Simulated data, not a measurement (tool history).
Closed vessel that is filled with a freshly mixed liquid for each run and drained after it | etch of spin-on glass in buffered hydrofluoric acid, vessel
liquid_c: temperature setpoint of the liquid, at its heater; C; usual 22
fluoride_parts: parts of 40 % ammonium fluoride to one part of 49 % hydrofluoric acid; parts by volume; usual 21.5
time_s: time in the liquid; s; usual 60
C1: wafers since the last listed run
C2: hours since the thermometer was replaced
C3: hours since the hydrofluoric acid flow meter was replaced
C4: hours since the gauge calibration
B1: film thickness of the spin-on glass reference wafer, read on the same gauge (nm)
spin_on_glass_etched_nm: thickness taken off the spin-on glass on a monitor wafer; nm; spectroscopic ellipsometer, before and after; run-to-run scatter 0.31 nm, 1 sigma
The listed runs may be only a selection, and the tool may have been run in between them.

{"run": 1, "hour": 0.0, "liquid_c": 22, "fluoride_parts": 16.5, "time_s": 60, "C1": 0, "C2": 354.5, "C3": 949.3, "C4": 406, "B1": 60.01, "spin_on_glass_etched_nm": 95.09}
{"run": 2, "hour": 89.3, "liquid_c": 22, "fluoride_parts": 17.5, "time_s": 60, "C1": 5754, "C2": 443.8, "C3": 1038.6, "C4": 495.3, "B1": 60.01, "spin_on_glass_etched_nm": 89.07}
{"run": 3, "hour": 149.4, "liquid_c": 22, "fluoride_parts": 17.5, "time_s": 60, "C1": 3872, "C2": 503.9, "C3": 1098.7, "C4": 555.4, "B1": 60.01, "spin_on_glass_etched_nm": 89.47}
{"run": 4, "hour": 244.0, "liquid_c": 20, "fluoride_parts": 18, "time_s": 60, "C1": 6096, "C2": 598.5, "C3": 1193.3, "C4": 650, "B1": 60.02, "spin_on_glass_etched_nm": 78.38}
{"run": 5, "hour": 337.2, "liquid_c": 20, "fluoride_parts": 18, "time_s": 60, "C1": 6005, "C2": 691.7, "C3": 1286.5, "C4": 743.2, "B1": 60.01, "spin_on_glass_etched_nm": 78.26}
{"run": 6, "hour": 402.2, "liquid_c": 20, "fluoride_parts": 18, "time_s": 60, "C1": 4188, "C2": 756.7, "C3": 1351.5, "C4": 808.2, "B1": 60.02, "spin_on_glass_etched_nm": 77.86}
{"run": 7, "hour": 460.2, "liquid_c": 26, "fluoride_parts": 21.5, "time_s": 60, "C1": 3737, "C2": 814.7, "C3": 1409.5, "C4": 866.2, "B1": 59.97, "spin_on_glass_etched_nm": 92.52}
{"run": 8, "hour": 500.4, "liquid_c": 26, "fluoride_parts": 21.5, "time_s": 60, "C1": 2590, "C2": 854.9, "C3": 1449.7, "C4": 906.4, "B1": 60, "spin_on_glass_etched_nm": 92.61}
{"run": 9, "hour": 557.6, "liquid_c": 22, "fluoride_parts": 21.5, "time_s": 60, "C1": 3685, "C2": 912.1, "C3": 1506.9, "C4": 963.6, "B1": 60.01, "spin_on_glass_etched_nm": 75.17}
{"run": 10, "hour": 594.3, "liquid_c": 22, "fluoride_parts": 21.5, "time_s": 60, "C1": 2364, "C2": 948.8, "C3": 1543.6, "C4": 1000.3, "B1": 60, "spin_on_glass_etched_nm": 74.62}
{"hour": 642.2, "done": "thermometer replaced"}
{"run": 11, "hour": 673.2, "liquid_c": 22, "fluoride_parts": 21.5, "time_s": 60, "C1": 5019, "C2": 31, "C3": 1622.5, "C4": 1079.2, "B1": 60, "spin_on_glass_etched_nm": 74.47}
{"run": 12, "hour": 741.6, "liquid_c": 22, "fluoride_parts": 21.5, "time_s": 60, "C1": 4407, "C2": 99.4, "C3": 1690.9, "C4": 1147.6, "B1": 60.01, "spin_on_glass_etched_nm": 74.07}
{"run": 13, "hour": 834.8, "liquid_c": 22, "fluoride_parts": 21.5, "time_s": 60, "C1": 6005, "C2": 192.6, "C3": 1784.1, "C4": 1240.8, "B1": 59.97, "spin_on_glass_etched_nm": 73.93}
{"run": 14, "hour": 928.2, "liquid_c": 22, "fluoride_parts": 21.5, "time_s": 60, "C1": 6018, "C2": 286, "C3": 1877.5, "C4": 1334.2, "B1": 60.02, "spin_on_glass_etched_nm": 74.06}
{"run": 15, "hour": 967.5, "liquid_c": 22, "fluoride_parts": 19.5, "time_s": 60, "C1": 2532, "C2": 325.3, "C3": 1916.8, "C4": 1373.5, "B1": 59.99, "spin_on_glass_etched_nm": 80.4}
{"run": 16, "hour": 1064.8, "liquid_c": 25, "fluoride_parts": 26, "time_s": 60, "C1": 6270, "C2": 422.6, "C3": 2014.1, "C4": 1470.8, "B1": 60.01, "spin_on_glass_etched_nm": 76.48}
{"run": 17, "hour": 1131.3, "liquid_c": 25, "fluoride_parts": 26, "time_s": 60, "C1": 4285, "C2": 489.1, "C3": 2080.6, "C4": 1537.3, "B1": 60.02, "spin_on_glass_etched_nm": 76.93}
{"run": 18, "hour": 1183.1, "liquid_c": 22, "fluoride_parts": 14.5, "time_s": 75, "C1": 3338, "C2": 540.9, "C3": 2132.4, "C4": 1589.1, "B1": 59.97, "spin_on_glass_etched_nm": 135.03}
{"run": 19, "hour": 1271.3, "liquid_c": 18.5, "fluoride_parts": 29.5, "time_s": 85, "C1": 5683, "C2": 629.1, "C3": 2220.6, "C4": 1677.3, "B1": 59.98, "spin_on_glass_etched_nm": 69.73}
{"run": 20, "hour": 1323.4, "liquid_c": 25.5, "fluoride_parts": 21.5, "time_s": 60, "C1": 3357, "C2": 681.2, "C3": 2272.7, "C4": 1729.4, "B1": 60.01, "spin_on_glass_etched_nm": 90.18}
{"hour": 1326.5, "done": "gauge calibrated"}
{"hour": 1384.1, "done": "hydrofluoric acid flow meter replaced"}
{"run": 21, "hour": 1396.7, "liquid_c": 22, "fluoride_parts": 21.5, "time_s": 70, "C1": 4659, "C2": 754.5, "C3": 12.6, "C4": 70.2, "B1": 60.01, "spin_on_glass_etched_nm": 87.16}
{"run": 22, "hour": 1493.2, "liquid_c": 22, "fluoride_parts": 21.5, "time_s": 60, "C1": 6218, "C2": 851, "C3": 109.1, "C4": 166.7, "B1": 59.98, "spin_on_glass_etched_nm": 74.92}
{"run": 23, "hour": 1583.7, "liquid_c": 22, "fluoride_parts": 21.5, "time_s": 60, "C1": 5831, "C2": 941.5, "C3": 199.6, "C4": 257.2, "B1": 59.98, "spin_on_glass_etched_nm": 75.51}
{"run": 24, "hour": 1685.1, "liquid_c": 22, "fluoride_parts": 26, "time_s": 80, "C1": 6534, "C2": 1042.9, "C3": 301, "C4": 358.6, "B1": 60, "spin_on_glass_etched_nm": 87.73}
{"hour": 1694.8, "done": "thermometer replaced"}
{"run": 25, "hour": 1765.7, "liquid_c": 25, "fluoride_parts": 21.5, "time_s": 90, "C1": 5129, "C2": 70.9, "C3": 381.6, "C4": 439.2, "B1": 59.98, "spin_on_glass_etched_nm": 130.99}
{"run": 26, "hour": 1869.3, "liquid_c": 24.5, "fluoride_parts": 27, "time_s": 75, "C1": 6676, "C2": 174.5, "C3": 485.2, "C4": 542.8, "B1": 59.99, "spin_on_glass_etched_nm": 91.35}
{"run": 27, "hour": 1954.8, "liquid_c": 22, "fluoride_parts": 14, "time_s": 50, "C1": 5509, "C2": 260, "C3": 570.7, "C4": 628.3, "B1": 60, "spin_on_glass_etched_nm": 92.33}
{"run": 28, "hour": 2011.7, "liquid_c": 25, "fluoride_parts": 26, "time_s": 60, "C1": 3666, "C2": 316.9, "C3": 627.6, "C4": 685.2, "B1": 59.99, "spin_on_glass_etched_nm": 76.61}

Below are 5 alternative next runs, each starting from the tool's condition after run 28. Predict each:
{"run": "A", "hour": 2012.4, "liquid_c": 17.5, "fluoride_parts": 21.5, "time_s": 60, "C1": 45, "C2": 317.6, "C3": 628.3, "C4": 685.9, "B1": "?", "spin_on_glass_etched_nm": "?"}
{"run": "B", "hour": 2012.4, "liquid_c": 22, "fluoride_parts": 21.5, "time_s": 50, "C1": 45, "C2": 317.6, "C3": 628.3, "C4": 685.9, "B1": "?", "spin_on_glass_etched_nm": "?"}
{"run": "C", "hour": 2012.4, "liquid_c": 18, "fluoride_parts": 16.5, "time_s": 35, "C1": 45, "C2": 317.6, "C3": 628.3, "C4": 685.9, "B1": "?", "spin_on_glass_etched_nm": "?"}
{"run": "D", "hour": 2012.4, "liquid_c": 22, "fluoride_parts": 28.5, "time_s": 60, "C1": 45, "C2": 317.6, "C3": 628.3, "C4": 685.9, "B1": "?", "spin_on_glass_etched_nm": "?"}
{"run": "E", "hour": 2012.4, "liquid_c": 26.5, "fluoride_parts": 21.5, "time_s": 70, "C1": 45, "C2": 317.6, "C3": 628.3, "C4": 685.9, "B1": "?", "spin_on_glass_etched_nm": "?"}

run=A B1=59.98 spin_on_glass_etched_nm=57.94
run=B B1=59.98 spin_on_glass_etched_nm=62.19
run=C B1=59.98 spin_on_glass_etched_nm=44.21
run=D B1=59.98 spin_on_glass_etched_nm=61.44
run=E B1=59.98 spin_on_glass_etched_nm=111.35
Take away the tool's hidden state, keep each run's random variation, and the runs would have read:
run=A spin_on_glass_etched_nm=57.52
run=B spin_on_glass_etched_nm=61.74
run=C spin_on_glass_etched_nm=43.88
run=D spin_on_glass_etched_nm=61
run=E spin_on_glass_etched_nm=110.57
